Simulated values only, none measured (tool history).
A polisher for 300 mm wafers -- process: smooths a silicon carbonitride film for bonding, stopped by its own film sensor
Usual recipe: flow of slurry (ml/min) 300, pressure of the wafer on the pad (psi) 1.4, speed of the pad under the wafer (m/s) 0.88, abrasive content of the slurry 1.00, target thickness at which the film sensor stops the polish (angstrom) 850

run	hour	flow of slurry (ml/min)	pressure of the wafer on the pad (psi)	speed of the pad under the wafer (m/s)	abrasive content of the slurry	target thickness at which the film sensor stops the polish (angstrom)	wafers since the last listed run	wafers polished on this pad	hours since the slurry nozzle was cleaned	hours since the head pressure was calibrated	hours since the slurry blender was calibrated	incoming thickness of the incoming film, nm	time until the film sensor stopped the polish (s)
1	0.0	300	1.4	0.88	1.00	850	0	1656	92.8	502.0	400.7	100.5	154.9
2	46.7	300	1.4	0.88	1.00	850	349	2005	139.5	548.7	447.4	99.5	162.5
# hour 58.0: slurry blender recalibrated
3	79.4	300	1.4	1.12	1.20	850	229	2235	172.2	581.4	21.4	100.8	105.6
4	138.9	300	1.4	1.12	1.20	850	445	2680	231.7	640.9	80.9	101.0	108.1
5	180.1	300	1.4	1.12	1.20	850	308	2988	272.9	682.1	122.1	100.6	103.1
6	240.5	300	1.1	0.88	1.00	850	451	3440	333.3	742.5	182.5	99.0	158.6
# hour 246.1: worn pad replaced by a new one
7	293.6	300	1.4	0.88	1.00	880	367	355	386.4	795.6	235.6	99.5	103.1
8	327.7	300	1.4	0.88	1.00	880	255	610	420.5	829.7	269.7	99.7	107.0
9	399.5	300	1.4	0.68	1.00	850	537	1147	492.3	901.5	341.5	100.7	183.4
# hour 425.9: slurry nozzle cleaned
# hour 452.2: slurry blender recalibrated
10	588.9	300	1.4	0.68	1.00	850	1394	2541	163.0	1090.9	136.7	100.3	144.8
# hour 622.6: head pressure recalibrated
11	647.4	300	1.4	0.68	1.00	850	422	2964	221.5	24.8	195.2	99.1	134.8
# hour 694.0: worn pad replaced by a new one
12	703.2	300	1.4	0.88	1.00	850	387	68	277.3	80.6	251.0	100.5	138.6
13	757.7	365	1.4	0.88	1.00	850	407	476	331.8	135.1	305.5	98.6	118.5
14	790.3	300	1.2	0.64	1.00	850	243	720	364.4	167.7	338.1	100.0	199.5
15	814.7	300	1.4	0.88	1.00	850	182	902	388.8	192.1	362.5	100.2	149.8
# hour 817.6: slurry blender recalibrated
16	867.2	300	1.4	0.88	1.00	850	377	1280	441.3	244.6	49.6	100.7	135.1
# hour 883.2: slurry nozzle cleaned
17	909.6	300	1.8	0.88	1.00	890	309	1590	26.4	287.0	92.0	99.4	66.8
18	934.9	300	1.4	0.64	0.90	850	189	1779	51.7	312.3	117.3	101.5	175.2
19	999.7	300	1.4	0.88	1.00	850	484	2264	116.5	377.1	182.1	99.8	127.5
20	1027.3	300	1.4	0.88	1.15	850	206	2470	144.1	404.7	209.7	99.6	115.7
21	1066.2	350	1.8	0.88	0.90	850	291	2762	183.0	443.6	248.6	98.7	97.8
# hour 1094.4: worn pad replaced by a new one
22	1137.0	300	1.4	0.88	1.00	850	499	319	253.8	514.4	319.4	98.8	129.0
# hour 1200.7: slurry blender recalibrated
23	1201.2	300	1.4	0.88	1.00	850	465	784	318.0	578.6	0.5	99.4	117.3
24	1246.5	265	1.4	0.88	1.25	880	338	1123	363.3	623.9	45.8	100.3	93.5
25	1292.5	300	1.0	0.70	1.00	850	344	1467	409.3	669.9	91.8	100.2	206.2
26	1338.1	300	1.2	0.88	1.00	850	341	1808	454.9	715.5	137.4	99.3	144.5
27	1382.8	300	1.4	0.88	1.00	850	334	2143	499.6	760.2	182.1	100.9	130.0
# hour 1426.4: slurry nozzle cleaned
28	1488.4	300	1.4	0.70	1.30	870	782	2925	62.0	865.8	287.7	100.9	124.2
# hour 1520.5: worn pad replaced by a new one
29	1539.8	200	1.1	0.88	1.00	850	354	144	113.4	917.2	339.1	101.2	204.3
30	1593.8	300	1.4	1.08	1.25	850	403	548	167.4	971.2	393.1	99.9	115.8
31	1644.7	300	1.4	0.88	1.00	850	380	929	218.3	1022.1	444.0	101.3	176.2

Predict each of these 3 candidate next runs independently; none follows another, all start after run 31:
A	1645.2	300	1.4	0.88	1.00	850	3	932	218.8	1022.6	444.5	98.0	?
B	1645.2	380	1.0	1.00	1.25	850	3	932	218.8	1022.6	444.5	98.0	?
C	1645.2	300	1.4	0.66	1.00	850	3	932	218.8	1022.6	444.5	98.0	?

run	time until the film sensor stopped the polish (s)
A	138.5
B	156.0
C	161.5
Take away the tool's hidden state, keep each run's random variation, and the runs would have read:
run	time until the film sensor stopped the polish (s)
A	104.8
B	121.6
C	122.2
